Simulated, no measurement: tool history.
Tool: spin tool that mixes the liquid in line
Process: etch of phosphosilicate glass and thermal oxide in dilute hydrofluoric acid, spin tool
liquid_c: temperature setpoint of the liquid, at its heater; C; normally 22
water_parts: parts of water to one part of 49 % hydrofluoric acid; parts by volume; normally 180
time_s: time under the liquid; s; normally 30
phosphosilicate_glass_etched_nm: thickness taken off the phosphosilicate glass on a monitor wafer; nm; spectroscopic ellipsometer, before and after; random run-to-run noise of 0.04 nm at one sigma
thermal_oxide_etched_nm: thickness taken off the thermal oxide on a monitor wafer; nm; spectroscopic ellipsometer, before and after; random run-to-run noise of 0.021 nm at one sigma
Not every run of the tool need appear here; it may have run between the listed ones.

run   hour  liquid_c  water_parts  time_s  read-back film thickness of the phosphosilicate glass reference wafer, read on the same gauge (nm)  read-back film thickness of the thermal oxide reference wafer, read on the same gauge (nm)  phosphosilicate_glass_etched_nm  thermal_oxide_etched_nm
  1      0        22          110      30                                                                                              100.03                                                                                      30.011                             36.6                    1.157
  2     13        22          110      30                                                                                                 100                                                                                      29.985                            36.46                    1.255
  3   22.8        22          180      30                                                                                                 100                                                                                      30.009                             20.6                    0.659
  4   34.6        22          230      30                                                                                                 100                                                                                      30.019                            15.19                    0.464
  5   43.3        22          180      30                                                                                                 100                                                                                      30.007                            20.56                    0.638
  6   52.9        22          180      30                                                                                                 100                                                                                      30.005                            20.52                    0.659
  7   61.2        22          180      30                                                                                                 100                                                                                      30.012                            20.53                    0.647
      71.1  -- gauge calibrated
  8   72.2        22          180      30                                                                                              100.01                                                                                      30.009                            20.53                     0.66
  9     83        22          180      30                                                                                               99.99                                                                                      29.976                            20.57                    0.677
      98.8  -- hydrofluoric acid flow meter replaced
 10  100.4        22          180      30                                                                                              100.01                                                                                      30.003                             21.8                    0.714
 11  111.3        20          130      50                                                                                                 100                                                                                      29.999                            49.28                    1.644
 12  119.1        24          120      40                                                                                                 100                                                                                      29.987                            50.56                    1.622
 13    136      20.5          240      40                                                                                              100.01                                                                                      30.005                            19.37                    0.608
 14  153.9        22          180      30                                                                                               99.99                                                                                      30.013                            21.85                    0.694
     156.3  -- thermometer replaced
 15  168.9        26          245      25                                                                                               99.98                                                                                      30.003                            13.25                    0.399
 16  179.5        22          180      30                                                                                               99.99                                                                                      29.987                            20.07                     0.62
 17  185.8      17.5          180      40                                                                                                 100                                                                                      29.979                            22.42                    0.729
 18  201.2        19          180      15                                                                                               99.96                                                                                      30.007                             8.96                    0.296
     202.2  -- gauge calibrated
 19  219.1        26          255      40                                                                                              100.01                                                                                      29.995                            20.18                    0.644
 20  227.8      17.5          180      30                                                                                              100.04                                                                                      29.999                            16.83                    0.538

Branching from run 20: 3 alternative next runs. What would each branch give?
  A  228.2      26.5          180      30                                                                                                   ?                                                                                           ?                                ?                        ?
  B  228.2      20.5          140      40                                                                                                   ?                                                                                           ?                                ?                        ?
  C  228.2      23.5          100      40                                                                                                   ?                                                                                           ?                                ?                        ?

run  read-back film thickness of the phosphosilicate glass reference wafer, read on the same gauge (nm)  read-back film thickness of the thermal oxide reference wafer, read on the same gauge (nm)  phosphosilicate_glass_etched_nm  thermal_oxide_etched_nm
  A                                                                                              100.01                                                                                      30.021                            23.75                    0.719
  B                                                                                              100.01                                                                                      30.021                            33.89                    1.026
  C                                                                                              100.01                                                                                      30.021                            55.96                    1.694
The same runs, with their run-to-run variation unchanged, on a tool lacking any hidden condition would have given:
run  phosphosilicate_glass_etched_nm  thermal_oxide_etched_nm
  A                            23.76                     0.72
  B                            33.88                    1.026
  C                            55.94                    1.694

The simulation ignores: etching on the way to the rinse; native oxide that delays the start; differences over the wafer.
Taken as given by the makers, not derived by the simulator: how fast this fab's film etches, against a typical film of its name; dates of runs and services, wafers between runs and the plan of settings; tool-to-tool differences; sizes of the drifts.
